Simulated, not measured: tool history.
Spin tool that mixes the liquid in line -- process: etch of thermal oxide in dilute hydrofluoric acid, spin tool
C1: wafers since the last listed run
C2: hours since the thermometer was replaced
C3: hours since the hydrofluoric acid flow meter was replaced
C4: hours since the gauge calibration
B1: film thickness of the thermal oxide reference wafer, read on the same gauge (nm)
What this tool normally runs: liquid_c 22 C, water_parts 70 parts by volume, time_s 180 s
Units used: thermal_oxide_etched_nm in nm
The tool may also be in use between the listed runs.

{"run": 1, "hour": 0.0, "liquid_c": 24.5, "water_parts": 70, "time_s": 180, "C1": 0, "C2": 335.2, "C3": 196.3, "C4": 2264.3, "B1": 79.99, "thermal_oxide_etched_nm": 12.3}
{"run": 2, "hour": 54.2, "liquid_c": 22, "water_parts": 70, "time_s": 180, "C1": 480, "C2": 389.4, "C3": 250.5, "C4": 2318.5, "B1": 80, "thermal_oxide_etched_nm": 11.16}
{"run": 3, "hour": 103.0, "liquid_c": 22, "water_parts": 70, "time_s": 180, "C1": 432, "C2": 438.2, "C3": 299.3, "C4": 2367.3, "B1": 79.99, "thermal_oxide_etched_nm": 11.24}
{"run": 4, "hour": 160.1, "liquid_c": 22, "water_parts": 70, "time_s": 180, "C1": 505, "C2": 495.3, "C3": 356.4, "C4": 2424.4, "B1": 79.95, "thermal_oxide_etched_nm": 11.14}
{"run": 5, "hour": 197.0, "liquid_c": 22, "water_parts": 70, "time_s": 180, "C1": 326, "C2": 532.2, "C3": 393.3, "C4": 2461.3, "B1": 79.98, "thermal_oxide_etched_nm": 11.21}
{"run": 6, "hour": 268.1, "liquid_c": 22, "water_parts": 70, "time_s": 180, "C1": 629, "C2": 603.3, "C3": 464.4, "C4": 2532.4, "B1": 79.97, "thermal_oxide_etched_nm": 11.19}
{"run": 7, "hour": 339.4, "liquid_c": 22, "water_parts": 70, "time_s": 180, "C1": 631, "C2": 674.6, "C3": 535.7, "C4": 2603.7, "B1": 79.99, "thermal_oxide_etched_nm": 11.22}
{"run": 8, "hour": 439.6, "liquid_c": 22, "water_parts": 70, "time_s": 180, "C1": 887, "C2": 774.8, "C3": 635.9, "C4": 2703.9, "B1": 80.01, "thermal_oxide_etched_nm": 11.44}
{"run": 9, "hour": 484.7, "liquid_c": 22, "water_parts": 70, "time_s": 180, "C1": 399, "C2": 819.9, "C3": 681, "C4": 2749, "B1": 79.93, "thermal_oxide_etched_nm": 11.34}
{"run": 10, "hour": 550.8, "liquid_c": 23.5, "water_parts": 90, "time_s": 180, "C1": 585, "C2": 886, "C3": 747.1, "C4": 2815.1, "B1": 80.02, "thermal_oxide_etched_nm": 9.24}
{"run": 11, "hour": 649.8, "liquid_c": 23.5, "water_parts": 90, "time_s": 180, "C1": 876, "C2": 985, "C3": 846.1, "C4": 2914.1, "B1": 80.06, "thermal_oxide_etched_nm": 9.26}
{"run": 12, "hour": 712.3, "liquid_c": 23.5, "water_parts": 90, "time_s": 180, "C1": 553, "C2": 1047.5, "C3": 908.6, "C4": 2976.6, "B1": 79.99, "thermal_oxide_etched_nm": 9.42}
{"hour": 726.6, "done": "gauge calibrated"}
{"run": 13, "hour": 793.5, "liquid_c": 22, "water_parts": 70, "time_s": 180, "C1": 719, "C2": 1128.7, "C3": 989.8, "C4": 66.9, "B1": 80.01, "thermal_oxide_etched_nm": 11.59}
{"run": 14, "hour": 871.2, "liquid_c": 22, "water_parts": 70, "time_s": 180, "C1": 688, "C2": 1206.4, "C3": 1067.5, "C4": 144.6, "B1": 79.97, "thermal_oxide_etched_nm": 11.89}
{"run": 15, "hour": 912.1, "liquid_c": 26, "water_parts": 105, "time_s": 270, "C1": 362, "C2": 1247.3, "C3": 1108.4, "C4": 185.5, "B1": 79.97, "thermal_oxide_etched_nm": 13.45}
{"run": 16, "hour": 976.6, "liquid_c": 22, "water_parts": 40, "time_s": 225, "C1": 571, "C2": 1311.8, "C3": 1172.9, "C4": 250, "B1": 79.97, "thermal_oxide_etched_nm": 26.68}
{"run": 17, "hour": 1090.3, "liquid_c": 24.5, "water_parts": 70, "time_s": 180, "C1": 1007, "C2": 1425.5, "C3": 1286.6, "C4": 363.7, "B1": 80, "thermal_oxide_etched_nm": 13.3}
{"run": 18, "hour": 1183.0, "liquid_c": 22, "water_parts": 45, "time_s": 180, "C1": 821, "C2": 1518.2, "C3": 1379.3, "C4": 456.4, "B1": 80.04, "thermal_oxide_etched_nm": 19.13}
{"run": 19, "hour": 1230.7, "liquid_c": 25, "water_parts": 85, "time_s": 85, "C1": 422, "C2": 1565.9, "C3": 1427, "C4": 504.1, "B1": 80, "thermal_oxide_etched_nm": 5.15}
{"run": 20, "hour": 1290.2, "liquid_c": 24, "water_parts": 70, "time_s": 250, "C1": 527, "C2": 1625.4, "C3": 1486.5, "C4": 563.6, "B1": 79.99, "thermal_oxide_etched_nm": 18.2}
{"hour": 1327.7, "done": "hydrofluoric acid flow meter replaced"}
{"run": 21, "hour": 1382.1, "liquid_c": 23.5, "water_parts": 70, "time_s": 220, "C1": 805, "C2": 1717.3, "C3": 54.4, "C4": 655.5, "B1": 80.05, "thermal_oxide_etched_nm": 13.8}
{"hour": 1423.2, "done": "thermometer replaced"}
{"run": 22, "hour": 1438.6, "liquid_c": 23.5, "water_parts": 90, "time_s": 180, "C1": 491, "C2": 15.4, "C3": 110.9, "C4": 712, "B1": 79.97, "thermal_oxide_etched_nm": 8.79}
{"run": 23, "hour": 1510.8, "liquid_c": 20, "water_parts": 80, "time_s": 180, "C1": 639, "C2": 87.6, "C3": 183.1, "C4": 784.2, "B1": 79.98, "thermal_oxide_etched_nm": 8.51}
{"run": 24, "hour": 1574.3, "liquid_c": 25, "water_parts": 70, "time_s": 110, "C1": 562, "C2": 151.1, "C3": 246.6, "C4": 847.7, "B1": 79.98, "thermal_oxide_etched_nm": 7.45}
{"run": 25, "hour": 1678.7, "liquid_c": 19.5, "water_parts": 35, "time_s": 180, "C1": 924, "C2": 255.5, "C3": 351, "C4": 952.1, "B1": 80.05, "thermal_oxide_etched_nm": 20.58}
{"run": 26, "hour": 1747.7, "liquid_c": 22, "water_parts": 60, "time_s": 180, "C1": 611, "C2": 324.5, "C3": 420, "C4": 1021.1, "B1": 79.99, "thermal_oxide_etched_nm": 13.4}
{"run": 27, "hour": 1828.5, "liquid_c": 26.5, "water_parts": 55, "time_s": 235, "C1": 715, "C2": 405.3, "C3": 500.8, "C4": 1101.9, "B1": 80.03, "thermal_oxide_etched_nm": 22.44}
{"run": 28, "hour": 1887.1, "liquid_c": 22, "water_parts": 70, "time_s": 180, "C1": 519, "C2": 463.9, "C3": 559.4, "C4": 1160.5, "B1": 80, "thermal_oxide_etched_nm": 11.19}
{"run": 29, "hour": 1990.8, "liquid_c": 22, "water_parts": 70, "time_s": 180, "C1": 918, "C2": 567.6, "C3": 663.1, "C4": 1264.2, "B1": 80.02, "thermal_oxide_etched_nm": 11.25}
{"run": 30, "hour": 2305.5, "liquid_c": 23.5, "water_parts": 90, "time_s": 180, "C1": 2787, "C2": 882.3, "C3": 977.8, "C4": 1578.9, "B1": 80.02, "thermal_oxide_etched_nm": 9.35}
{"run": 31, "hour": 2368.0, "liquid_c": 25.5, "water_parts": 70, "time_s": 180, "C1": 553, "C2": 944.8, "C3": 1040.3, "C4": 1641.4, "B1": 80, "thermal_oxide_etched_nm": 13.4}
{"run": 32, "hour": 2430.1, "liquid_c": 17, "water_parts": 50, "time_s": 145, "C1": 550, "C2": 1006.9, "C3": 1102.4, "C4": 1703.5, "B1": 79.97, "thermal_oxide_etched_nm": 10.95}

What will run 33 give?
{"run": 33, "hour": 2525.7, "liquid_c": 22, "water_parts": 70, "time_s": 180, "C1": 846, "C2": 1102.5, "C3": 1198, "C4": 1799.1, "B1": "?", "thermal_oxide_etched_nm": "?"}

Run 33 gave B1 79.99, thermal_oxide_etched_nm 11.6 nm.
Without the tool's hidden state the same run would have given thermal_oxide_etched_nm 10.56 nm.
